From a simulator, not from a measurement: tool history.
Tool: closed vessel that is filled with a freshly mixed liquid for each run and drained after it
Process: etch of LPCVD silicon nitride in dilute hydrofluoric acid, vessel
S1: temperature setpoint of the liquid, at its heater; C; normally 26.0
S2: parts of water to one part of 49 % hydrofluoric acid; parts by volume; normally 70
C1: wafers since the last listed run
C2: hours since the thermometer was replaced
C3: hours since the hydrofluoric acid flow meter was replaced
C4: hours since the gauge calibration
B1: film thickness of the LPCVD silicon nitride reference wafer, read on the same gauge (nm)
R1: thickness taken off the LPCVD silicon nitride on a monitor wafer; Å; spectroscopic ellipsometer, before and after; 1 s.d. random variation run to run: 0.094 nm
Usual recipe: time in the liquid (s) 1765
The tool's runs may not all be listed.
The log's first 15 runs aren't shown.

run 16 hour=175.1 | S1=23.5 S2=70 time_in_the_liquid_(s)=1245 | C1=285 C2=842.4 C3=25.9 C4=127.0 | B1=79.99 | R1=79.7
run 17 hour=187.6 | S1=26.0 S2=70 time_in_the_liquid_(s)=1765 | C1=557 C2=854.9 C3=38.4 C4=139.5 | B1=79.98 | R1=132.6
run 18 hour=198.4 | S1=30.5 S2=40 time_in_the_liquid_(s)=1765 | C1=481 C2=865.7 C3=49.2 C4=150.3 | B1=79.98 | R1=313.9
run 19 hour=215.0 | S1=21.0 S2=85 time_in_the_liquid_(s)=765 | C1=739 C2=882.3 C3=65.8 C4=166.9 | B1=80.04 | R1=33.7
run 20 hour=223.4 | S1=26.0 S2=50 time_in_the_liquid_(s)=2655 | C1=374 C2=890.7 C3=74.2 C4=175.3 | B1=79.95 | R1=274.7
-- hour=236.0 gauge calibrated
run 21 hour=240.7 | S1=21.0 S2=80 time_in_the_liquid_(s)=1155 | C1=771 C2=908.0 C3=91.5 C4=4.7 | B1=80.00 | R1=54.9
-- hour=246.8 thermometer replaced
run 22 hour=257.9 | S1=26.0 S2=70 time_in_the_liquid_(s)=1765 | C1=722 C2=11.1 C3=108.7 C4=21.9 | B1=80.00 | R1=157.8
run 23 hour=269.5 | S1=26.0 S2=70 time_in_the_liquid_(s)=1120 | C1=517 C2=22.7 C3=120.3 C4=33.5 | B1=79.98 | R1=100.4
run 24 hour=282.8 | S1=22.0 S2=35 time_in_the_liquid_(s)=2165 | C1=592 C2=36.0 C3=133.6 C4=46.8 | B1=80.03 | R1=291.2
run 25 hour=298.6 | S1=26.0 S2=70 time_in_the_liquid_(s)=1765 | C1=704 C2=51.8 C3=149.4 C4=62.6 | B1=79.99 | R1=158.3
run 26 hour=306.5 | S1=26.0 S2=70 time_in_the_liquid_(s)=2560 | C1=352 C2=59.7 C3=157.3 C4=70.5 | B1=80.02 | R1=227.0
run 27 hour=319.2 | S1=26.0 S2=95 time_in_the_liquid_(s)=1765 | C1=566 C2=72.4 C3=170.0 C4=83.2 | B1=80.04 | R1=116.0
run 28 hour=328.1 | S1=23.5 S2=70 time_in_the_liquid_(s)=2600 | C1=396 C2=81.3 C3=178.9 C4=92.1 | B1=79.99 | R1=194.3
run 29 hour=355.5 | S1=26.0 S2=70 time_in_the_liquid_(s)=1765 | C1=1221 C2=108.7 C3=206.3 C4=119.5 | B1=79.98 | R1=156.3
run 30 hour=369.3 | S1=28.0 S2=80 time_in_the_liquid_(s)=2755 | C1=615 C2=122.5 C3=220.1 C4=133.3 | B1=79.99 | R1=241.0
run 31 hour=379.1 | S1=26.0 S2=70 time_in_the_liquid_(s)=2625 | C1=436 C2=132.3 C3=229.9 C4=143.1 | B1=79.99 | R1=229.4

Branching from run 31: 3 alternative next runs. What would each branch give?
run A hour=380.2 | S1=26.0 S2=70 time_in_the_liquid_(s)=1765 | C1=49 C2=133.4 C3=231.0 C4=144.2 | B1=? | R1=?
run B hour=380.2 | S1=30.5 S2=95 time_in_the_liquid_(s)=1230 | C1=49 C2=133.4 C3=231.0 C4=144.2 | B1=? | R1=?
run C hour=380.2 | S1=26.0 S2=70 time_in_the_liquid_(s)=1195 | C1=49 C2=133.4 C3=231.0 C4=144.2 | B1=? | R1=?

run=A B1=80.00 R1=155.3
run=B B1=80.00 R1=106.7
run=C B1=80.00 R1=105.1
Without the tool's unlogged condition, the same runs would have read:
run=A R1=159.3
run=B R1=109.4
run=C R1=107.9
